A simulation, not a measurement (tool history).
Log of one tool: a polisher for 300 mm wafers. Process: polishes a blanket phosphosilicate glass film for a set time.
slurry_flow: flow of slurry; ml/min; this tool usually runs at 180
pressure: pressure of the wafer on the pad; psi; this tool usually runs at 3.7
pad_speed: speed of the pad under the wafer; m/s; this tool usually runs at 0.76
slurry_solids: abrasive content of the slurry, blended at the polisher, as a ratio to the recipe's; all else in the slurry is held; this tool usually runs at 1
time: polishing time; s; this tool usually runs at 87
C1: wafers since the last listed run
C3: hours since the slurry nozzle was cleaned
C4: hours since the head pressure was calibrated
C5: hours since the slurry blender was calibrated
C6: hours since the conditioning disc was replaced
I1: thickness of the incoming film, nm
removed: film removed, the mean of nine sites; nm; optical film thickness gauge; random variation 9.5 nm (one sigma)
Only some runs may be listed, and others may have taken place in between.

{"run": 1, "hour": 0.0, "slurry_flow": 180, "pressure": 3.7, "pad_speed": 0.76, "slurry_solids": 1, "time": 87, "C1": 0, "wafers polished on this pad": 852, "C3": 50.1, "C4": 736.7, "C5": 40.2, "C6": 69.7, "I1": 2354, "removed": 674.5}
{"hour": 38.2, "done": "head pressure recalibrated"}
{"run": 2, "hour": 71.7, "slurry_flow": 180, "pressure": 3.7, "pad_speed": 0.76, "slurry_solids": 1, "time": 87, "C1": 745, "wafers polished on this pad": 1597, "C3": 121.8, "C4": 33.5, "C5": 111.9, "C6": 141.4, "I1": 2371.9, "removed": 631.3}
{"run": 3, "hour": 106.5, "slurry_flow": 180, "pressure": 3.7, "pad_speed": 0.76, "slurry_solids": 0.85, "time": 106, "C1": 371, "wafers polished on this pad": 1969, "C3": 156.6, "C4": 68.3, "C5": 146.7, "C6": 176.2, "I1": 2394, "removed": 725.8}
{"run": 4, "hour": 218.8, "slurry_flow": 180, "pressure": 3.7, "pad_speed": 0.7, "slurry_solids": 1, "time": 87, "C1": 1200, "wafers polished on this pad": 3170, "C3": 268.9, "C4": 180.6, "C5": 259, "C6": 288.5, "I1": 2367.1, "removed": 590.8}
{"run": 5, "hour": 258.0, "slurry_flow": 180, "pressure": 3.7, "pad_speed": 0.7, "slurry_solids": 1, "time": 87, "C1": 419, "wafers polished on this pad": 3589, "C3": 308.1, "C4": 219.8, "C5": 298.2, "C6": 327.7, "I1": 2346.3, "removed": 585.9}
{"run": 6, "hour": 301.6, "slurry_flow": 220, "pressure": 3.7, "pad_speed": 0.76, "slurry_solids": 1.1, "time": 87, "C1": 466, "wafers polished on this pad": 4055, "C3": 351.7, "C4": 263.4, "C5": 341.8, "C6": 371.3, "I1": 2375.2, "removed": 637.7}
{"hour": 346.3, "done": "conditioning disc replaced and pad reconditioned"}
{"run": 7, "hour": 356.1, "slurry_flow": 180, "pressure": 3.7, "pad_speed": 0.84, "slurry_solids": 1, "time": 87, "C1": 561, "wafers polished on this pad": 4616, "C3": 406.2, "C4": 317.9, "C5": 396.3, "C6": 9.8, "I1": 2352.7, "removed": 648.7}
{"run": 8, "hour": 392.3, "slurry_flow": 180, "pressure": 4.3, "pad_speed": 0.54, "slurry_solids": 1, "time": 87, "C1": 386, "wafers polished on this pad": 5003, "C3": 442.4, "C4": 354.1, "C5": 432.5, "C6": 46, "I1": 2344.6, "removed": 515.8}
{"hour": 405.8, "done": "slurry blender recalibrated"}
{"hour": 411.8, "done": "worn pad replaced by a new one"}
{"hour": 429.2, "done": "slurry nozzle cleaned"}
{"run": 9, "hour": 446.8, "slurry_flow": 180, "pressure": 3.7, "pad_speed": 0.76, "slurry_solids": 1, "time": 87, "C1": 507, "wafers polished on this pad": 363, "C3": 17.6, "C4": 408.6, "C5": 41, "C6": 100.5, "I1": 2329.6, "removed": 645.9}
{"run": 10, "hour": 488.2, "slurry_flow": 200, "pressure": 3.7, "pad_speed": 0.76, "slurry_solids": 1, "time": 72, "C1": 442, "wafers polished on this pad": 806, "C3": 59, "C4": 450, "C5": 82.4, "C6": 141.9, "I1": 2320.5, "removed": 541.9}
{"run": 11, "hour": 525.0, "slurry_flow": 180, "pressure": 3.7, "pad_speed": 0.6, "slurry_solids": 1, "time": 87, "C1": 393, "wafers polished on this pad": 1199, "C3": 95.8, "C4": 486.8, "C5": 119.2, "C6": 178.7, "I1": 2349.9, "removed": 551.2}
{"run": 12, "hour": 569.8, "slurry_flow": 180, "pressure": 3.7, "pad_speed": 0.76, "slurry_solids": 1.3, "time": 71, "C1": 478, "wafers polished on this pad": 1678, "C3": 140.6, "C4": 531.6, "C5": 164, "C6": 223.5, "I1": 2320.4, "removed": 579.9}
{"hour": 754.0, "done": "conditioning disc replaced and pad reconditioned"}
{"run": 13, "hour": 775.9, "slurry_flow": 120, "pressure": 3.7, "pad_speed": 0.62, "slurry_solids": 1.25, "time": 58, "C1": 2181, "wafers polished on this pad": 3859, "C3": 346.7, "C4": 737.7, "C5": 370.1, "C6": 21.9, "I1": 2355.6, "removed": 374.4}
{"hour": 788.9, "done": "worn pad replaced by a new one"}
{"run": 14, "hour": 802.0, "slurry_flow": 180, "pressure": 2.6, "pad_speed": 0.76, "slurry_solids": 1, "time": 87, "C1": 236, "wafers polished on this pad": 139, "C3": 372.8, "C4": 763.8, "C5": 396.2, "C6": 48, "I1": 2363.9, "removed": 506}
{"run": 15, "hour": 860.0, "slurry_flow": 180, "pressure": 3.7, "pad_speed": 0.5, "slurry_solids": 0.85, "time": 107, "C1": 619, "wafers polished on this pad": 759, "C3": 430.8, "C4": 821.8, "C5": 454.2, "C6": 106, "I1": 2368.4, "removed": 524.4}
{"run": 16, "hour": 899.9, "slurry_flow": 180, "pressure": 3.7, "pad_speed": 0.76, "slurry_solids": 1, "time": 87, "C1": 426, "wafers polished on this pad": 1186, "C3": 470.7, "C4": 861.7, "C5": 494.1, "C6": 145.9, "I1": 2370.9, "removed": 614.9}
{"hour": 923.4, "done": "slurry nozzle cleaned"}
{"hour": 924.2, "done": "slurry blender recalibrated"}
{"hour": 939.0, "done": "head pressure recalibrated"}
{"run": 17, "hour": 950.8, "slurry_flow": 180, "pressure": 3.7, "pad_speed": 0.76, "slurry_solids": 1.2, "time": 77, "C1": 503, "wafers polished on this pad": 1689, "C3": 27.4, "C4": 11.8, "C5": 26.6, "C6": 196.8, "I1": 2369.9, "removed": 618.7}
{"run": 18, "hour": 1013.2, "slurry_flow": 180, "pressure": 3.7, "pad_speed": 0.76, "slurry_solids": 1, "time": 87, "C1": 667, "wafers polished on this pad": 2356, "C3": 89.8, "C4": 74.2, "C5": 89, "C6": 259.2, "I1": 2346.9, "removed": 631.8}
{"run": 19, "hour": 1058.2, "slurry_flow": 135, "pressure": 3.7, "pad_speed": 0.76, "slurry_solids": 1.25, "time": 95, "C1": 481, "wafers polished on this pad": 2837, "C3": 134.8, "C4": 119.2, "C5": 134, "C6": 304.2, "I1": 2358, "removed": 707.5}
{"run": 20, "hour": 1087.1, "slurry_flow": 180, "pressure": 3.7, "pad_speed": 0.84, "slurry_solids": 0.75, "time": 100, "C1": 308, "wafers polished on this pad": 3146, "C3": 163.7, "C4": 148.1, "C5": 162.9, "C6": 333.1, "I1": 2346.7, "removed": 681.9}
{"hour": 1144.3, "done": "conditioning disc replaced and pad reconditioned"}
{"run": 21, "hour": 1148.1, "slurry_flow": 180, "pressure": 3.7, "pad_speed": 0.76, "slurry_solids": 0.75, "time": 106, "C1": 630, "wafers polished on this pad": 3777, "C3": 224.7, "C4": 209.1, "C5": 223.9, "C6": 3.8, "I1": 2360.7, "removed": 667.8}
{"run": 22, "hour": 1182.2, "slurry_flow": 180, "pressure": 2.9, "pad_speed": 0.96, "slurry_solids": 0.85, "time": 87, "C1": 364, "wafers polished on this pad": 4141, "C3": 258.8, "C4": 243.2, "C5": 258, "C6": 37.9, "I1": 2369.4, "removed": 592.7}
{"hour": 1209.2, "done": "worn pad replaced by a new one"}
{"run": 23, "hour": 1209.7, "slurry_flow": 180, "pressure": 3.7, "pad_speed": 0.76, "slurry_solids": 1, "time": 87, "C1": 251, "wafers polished on this pad": 5, "C3": 286.3, "C4": 270.7, "C5": 285.5, "C6": 65.4, "I1": 2330.9, "removed": 618.1}
{"run": 24, "hour": 1246.6, "slurry_flow": 180, "pressure": 2.6, "pad_speed": 0.88, "slurry_solids": 1, "time": 87, "C1": 394, "wafers polished on this pad": 400, "C3": 323.2, "C4": 307.6, "C5": 322.4, "C6": 102.3, "I1": 2374.7, "removed": 539.6}
{"run": 25, "hour": 1307.5, "slurry_flow": 180, "pressure": 3.7, "pad_speed": 0.76, "slurry_solids": 0.7, "time": 78, "C1": 650, "wafers polished on this pad": 1051, "C3": 384.1, "C4": 368.5, "C5": 383.3, "C6": 163.2, "I1": 2312, "removed": 460.3}
{"hour": 1348.5, "done": "slurry blender recalibrated"}
{"hour": 1378.6, "done": "slurry nozzle cleaned"}
{"run": 26, "hour": 1379.4, "slurry_flow": 180, "pressure": 3.7, "pad_speed": 0.9, "slurry_solids": 1.2, "time": 102, "C1": 736, "wafers polished on this pad": 1787, "C3": 0.8, "C4": 440.4, "C5": 30.9, "C6": 235.1, "I1": 2343.2, "removed": 935.4}

What if the next run were any one of these 3? Each begins from the tool's condition after run 26:
{"run": "A", "hour": 1379.8, "slurry_flow": 180, "pressure": 3.7, "pad_speed": 0.76, "slurry_solids": 1, "time": 87, "C1": 4, "wafers polished on this pad": 1791, "C3": 1.2, "C4": 440.8, "C5": 31.3, "C6": 235.5, "I1": 2375.9, "removed": "?"}
{"run": "B", "hour": 1379.8, "slurry_flow": 180, "pressure": 3.1, "pad_speed": 0.62, "slurry_solids": 1.1, "time": 87, "C1": 4, "wafers polished on this pad": 1791, "C3": 1.2, "C4": 440.8, "C5": 31.3, "C6": 235.5, "I1": 2375.9, "removed": "?"}
{"run": "C", "hour": 1379.8, "slurry_flow": 180, "pressure": 3.7, "pad_speed": 0.76, "slurry_solids": 0.9, "time": 116, "C1": 4, "wafers polished on this pad": 1791, "C3": 1.2, "C4": 440.8, "C5": 31.3, "C6": 235.5, "I1": 2375.9, "removed": "?"}

run=A removed=663.7
run=B removed=532.2
run=C removed=841
Stripped of hidden state, with their random variation kept, the same runs would have yielded:
run=A removed=650.3
run=B removed=521.4
run=C removed=824
